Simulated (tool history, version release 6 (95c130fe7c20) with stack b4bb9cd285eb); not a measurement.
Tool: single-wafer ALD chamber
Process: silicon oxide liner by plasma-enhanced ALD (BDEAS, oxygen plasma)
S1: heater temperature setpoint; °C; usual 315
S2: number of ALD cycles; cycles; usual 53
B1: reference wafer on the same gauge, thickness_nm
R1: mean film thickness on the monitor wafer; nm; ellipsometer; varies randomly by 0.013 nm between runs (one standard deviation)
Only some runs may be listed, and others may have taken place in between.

run,hour,S1,S2,B1,R1
1,0,315,53,4.249,5.236
2,55.3,315,53,4.255,5.255
3,83.9,315,53,4.258,5.276
4,122.4,315,61,4.267,6.068
5,168.4,315,61,4.28,6.047
6,237.7,325,58,4.291,5.687
# hour 261.6: gauge calibrated
7,305,325,58,4.224,5.639
8,334.2,325,58,4.229,5.591
# hour 371.8: thermocouple changed; heater temperature recalibrated
9,476.2,323,53,4.237,5.168
10,543.9,315,53,4.242,5.24
11,600.2,311,44,4.258,4.381
12,662.9,306,57,4.268,5.742
# hour 697.5: gauge calibrated
13,715.3,315,53,4.219,5.201
14,778.8,315,53,4.222,5.215
15,822.4,309,58,4.227,5.746
16,863.2,323,61,4.228,5.907

Run 17, settings as shown, results not yet in. Your forecast:
17,927.3,310,53,?,?

{"run 17": {"B1": 4.238, "R1": 5.251}}
If the tool had no hidden condition, the same run with the same run-to-run variation would have returned R1 5.242 nm.
